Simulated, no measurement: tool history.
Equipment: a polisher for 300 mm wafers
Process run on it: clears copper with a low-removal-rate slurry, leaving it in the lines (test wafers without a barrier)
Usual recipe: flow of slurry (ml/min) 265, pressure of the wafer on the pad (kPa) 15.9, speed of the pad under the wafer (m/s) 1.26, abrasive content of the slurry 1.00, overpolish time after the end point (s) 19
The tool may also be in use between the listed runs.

run    hour  flow of slurry (ml/min)  pressure of the wafer on the pad (kPa)  speed of the pad under the wafer (m/s)  abrasive content of the slurry  overpolish time after the end point (s)  incoming thickness of the incoming film, nm  time until the end point was called (s)  dishing of a wide line in a test structure (nm)
  1     0.0                      265                                    15.9                                    1.26                            1.00                                       19                                        392.1                                    157.0                                             33.1
  2    41.9                      265                                    15.9                                    1.26                            1.00                                       19                                        392.2                                    154.8                                             32.5
       52.1  -- slurry blender recalibrated
  3    73.6                      265                                    15.9                                    1.26                            1.00                                       25                                        388.3                                    151.6                                             42.2
       94.6  -- slurry nozzle cleaned
      134.3  -- worn pad replaced by a new one
  4   150.5                      265                                    15.9                                    1.26                            1.00                                       19                                        390.7                                    153.0                                             32.7
  5   197.3                      265                                    13.8                                    1.26                            1.00                                       19                                        393.6                                    171.9                                             29.2
  6   241.0                      355                                    15.9                                    1.14                            0.75                                       11                                        392.5                                    192.1                                             17.0
  7   268.1                      265                                    15.9                                    1.26                            1.00                                       19                                        396.6                                    156.4                                             32.8
  8   309.9                      190                                    20.0                                    1.26                            0.90                                       25                                        388.8                                    135.6                                             45.1
      332.5  -- head pressure recalibrated
  9   369.3                      265                                    18.6                                    0.88                            1.00                                       19                                        384.2                                    184.8                                             27.5
 10   410.9                      265                                    15.9                                    1.70                            0.75                                       19                                        387.9                                    129.8                                             37.5
 11   468.1                      265                                    15.9                                    1.42                            1.00                                       19                                        388.2                                    135.6                                             35.8
      480.6  -- slurry blender recalibrated
 12   508.7                      265                                    15.9                                    1.26                            1.00                                       19                                        390.4                                    155.0                                             32.3
      519.1  -- worn pad replaced by a new one
 13   572.2                      265                                    15.9                                    1.26                            1.00                                       19                                        384.6                                    151.9                                             32.9
      574.9  -- slurry nozzle cleaned
 14   621.5                      265                                    15.9                                    1.26                            0.90                                       19                                        386.8                                    154.7                                             31.1
 15   653.5                      265                                    15.9                                    1.26                            1.00                                       19                                        394.0                                    155.6                                             33.3
 16   681.7                      195                                    15.9                                    1.26                            1.00                                       19                                        385.0                                    154.3                                             32.0
 17   712.6                      265                                    15.9                                    1.26                            1.00                                       19                                        392.1                                    154.0                                             32.7
      759.0  -- head pressure recalibrated
 18   775.6                      265                                    15.9                                    1.26                            1.00                                       19                                        391.5                                    154.4                                             33.7
 19   838.4                      265                                    15.9                                    1.26                            0.75                                       19                                        394.1                                    173.1                                             29.1
      879.8  -- slurry blender recalibrated
 20   891.6                      200                                    17.2                                    1.04                            1.25                                       19                                        395.6                                    164.1                                             31.7
 21   926.5                      265                                    15.9                                    1.26                            1.20                                       15                                        388.2                                    147.4                                             28.2
      947.1  -- slurry nozzle cleaned
 22   966.3                      265                                    15.9                                    1.26                            1.00                                       19                                        389.2                                    158.7                                             33.3
      999.0  -- worn pad replaced by a new one
 23  1016.7                      265                                    13.8                                    1.40                            1.20                                       30                                        385.5                                    146.0                                             48.6
 24  1074.9                      195                                    15.9                                    1.26                            1.00                                       26                                        389.6                                    155.0                                             41.8
 25  1134.7                      265                                    15.9                                    0.88                            1.15                                       19                                        385.4                                    199.0                                             26.3
 26  1196.6                      265                                    15.9                                    1.26                            0.90                                       13                                        393.1                                    164.8                                             22.8
     1244.2  -- head pressure recalibrated
 27  1256.6                      265                                    13.8                                    1.26                            1.00                                       19                                        389.3                                    168.6                                             29.5
 28  1328.5                      265                                    11.7                                    0.98                            0.85                                       11                                        390.4                                    253.9                                             12.0

Predict each of these 4 candidate next runs independently; none follows another, all start after run 28:
  A  1329.0                      345                                    15.9                                    1.26                            1.00                                       19                                        393.5                                        ?                                                ?
  B  1329.0                      265                                    15.9                                    0.96                            0.85                                       27                                        393.5                                        ?                                                ?
  C  1329.0                      265                                    13.1                                    1.26                            1.00                                       19                                        393.5                                        ?                                                ?
  D  1329.0                      265                                    15.9                                    1.26                            0.75                                       12                                        393.5                                        ?                                                ?

run  time until the end point was called (s)  dishing of a wide line in a test structure (nm)
  A                                    153.8                                             33.0
  B                                    212.8                                             33.7
  C                                    181.9                                             28.3
  D                                    175.2                                             19.6
Take away the tool's hidden state, keep each run's random variation, and the runs would have read:
run  time until the end point was called (s)  dishing of a wide line in a test structure (nm)
  A                                    153.8                                             33.0
  B                                    212.8                                             33.7
  C                                    181.9                                             28.3
  D                                    175.2                                             19.6

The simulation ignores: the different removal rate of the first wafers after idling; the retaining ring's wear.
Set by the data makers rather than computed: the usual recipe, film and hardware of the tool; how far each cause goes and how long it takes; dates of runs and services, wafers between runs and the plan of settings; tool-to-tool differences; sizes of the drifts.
